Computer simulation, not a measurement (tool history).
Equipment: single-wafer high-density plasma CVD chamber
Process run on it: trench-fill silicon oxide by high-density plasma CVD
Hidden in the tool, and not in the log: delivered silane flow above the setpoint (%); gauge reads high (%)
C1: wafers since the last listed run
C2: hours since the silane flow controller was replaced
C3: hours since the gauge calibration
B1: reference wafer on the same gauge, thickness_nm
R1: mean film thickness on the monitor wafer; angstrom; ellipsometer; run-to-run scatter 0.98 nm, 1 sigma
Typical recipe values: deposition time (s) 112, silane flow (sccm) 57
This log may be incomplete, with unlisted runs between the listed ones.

run 1 hour=0 | deposition_time_(s)=112 silane_flow_(sccm)=57 | C1=0 C2=1794.8 C3=29.1 | B1=712.459 | R1=6859.51
run 2 hour=17.1 | deposition_time_(s)=112 silane_flow_(sccm)=57 | C1=123 C2=1811.9 C3=46.2 | B1=712.207 | R1=6869.27
run 3 hour=35 | deposition_time_(s)=112 silane_flow_(sccm)=57 | C1=129 C2=1829.8 C3=64.1 | B1=712.088 | R1=6861.13
run 4 hour=42.4 | deposition_time_(s)=112 silane_flow_(sccm)=57 | C1=53 C2=1837.2 C3=71.5 | B1=711.583 | R1=6852
run 5 hour=50.2 | deposition_time_(s)=124 silane_flow_(sccm)=61 | C1=56 C2=1845 C3=79.3 | B1=711.537 | R1=8141.2
run 6 hour=56.5 | deposition_time_(s)=124 silane_flow_(sccm)=61 | C1=45 C2=1851.3 C3=85.6 | B1=711.779 | R1=8121.37
run 7 hour=70.7 | deposition_time_(s)=112 silane_flow_(sccm)=57 | C1=102 C2=1865.5 C3=99.8 | B1=711.847 | R1=6881.49
run 8 hour=80.2 | deposition_time_(s)=97 silane_flow_(sccm)=57 | C1=68 C2=1875 C3=109.3 | B1=712.145 | R1=5943.87
run 9 hour=95 | deposition_time_(s)=97 silane_flow_(sccm)=57 | C1=106 C2=1889.8 C3=124.1 | B1=712.541 | R1=5949.47
run 10 hour=111.2 | deposition_time_(s)=97 silane_flow_(sccm)=57 | C1=116 C2=1906 C3=140.3 | B1=711.854 | R1=5941.84
run 11 hour=126.3 | deposition_time_(s)=112 silane_flow_(sccm)=57 | C1=109 C2=1921.1 C3=155.4 | B1=712.356 | R1=6846.94
run 12 hour=135.8 | deposition_time_(s)=92 silane_flow_(sccm)=47 | C1=68 C2=1930.6 C3=164.9 | B1=711.693 | R1=4670.58
run 13 hour=145.5 | deposition_time_(s)=122 silane_flow_(sccm)=61 | C1=70 C2=1940.3 C3=174.6 | B1=712.158 | R1=8014.56
run 14 hour=159.2 | deposition_time_(s)=112 silane_flow_(sccm)=57 | C1=98 C2=1954 C3=188.3 | B1=711.999 | R1=6884.29
run 15 hour=168.9 | deposition_time_(s)=96 silane_flow_(sccm)=53 | C1=70 C2=1963.7 C3=198 | B1=711.733 | R1=5508.28
-- hour=172.6 gauge calibrated
run 16 hour=180.6 | deposition_time_(s)=128 silane_flow_(sccm)=49 | C1=84 C2=1975.4 C3=8 | B1=711.429 | R1=6805.58
-- hour=194.4 silane flow controller replaced
run 17 hour=196.9 | deposition_time_(s)=112 silane_flow_(sccm)=57 | C1=59 C2=2.5 C3=24.3 | B1=712.487 | R1=6610.45
run 18 hour=213.5 | deposition_time_(s)=112 silane_flow_(sccm)=51 | C1=119 C2=19.1 C3=40.9 | B1=712.567 | R1=5935.5
run 19 hour=219.9 | deposition_time_(s)=124 silane_flow_(sccm)=57 | C1=46 C2=25.5 C3=47.3 | B1=712.331 | R1=7309.79
run 20 hour=230.1 | deposition_time_(s)=105 silane_flow_(sccm)=65 | C1=73 C2=35.7 C3=57.5 | B1=712.111 | R1=7056.14
run 21 hour=239.1 | deposition_time_(s)=112 silane_flow_(sccm)=57 | C1=64 C2=44.7 C3=66.5 | B1=712.077 | R1=6617.37
run 22 hour=254.7 | deposition_time_(s)=112 silane_flow_(sccm)=57 | C1=112 C2=60.3 C3=82.1 | B1=711.773 | R1=6612.68

Consider 4 possible next runs. They are alternatives, not a sequence: every one starts from the tool as it was left by run 22. What does each give?
run A hour=255.1 | deposition_time_(s)=112 silane_flow_(sccm)=57 | C1=2 C2=60.7 C3=82.5 | B1=? | R1=?
run B hour=255.1 | deposition_time_(s)=112 silane_flow_(sccm)=61 | C1=2 C2=60.7 C3=82.5 | B1=? | R1=?
run C hour=255.1 | deposition_time_(s)=112 silane_flow_(sccm)=47 | C1=2 C2=60.7 C3=82.5 | B1=? | R1=?
run D hour=255.1 | deposition_time_(s)=100 silane_flow_(sccm)=67 | C1=2 C2=60.7 C3=82.5 | B1=? | R1=?

run=A B1=712.717 R1=6611.9
run=B B1=712.717 R1=7064.77
run=C B1=712.717 R1=5479.71
run=D B1=712.717 R1=6914.36
Take away the tool's hidden state, keep each run's random variation, and the runs would have read:
run=A R1=6554.47
run=B R1=7003.41
run=C R1=5432.12
run=D R1=6854.31
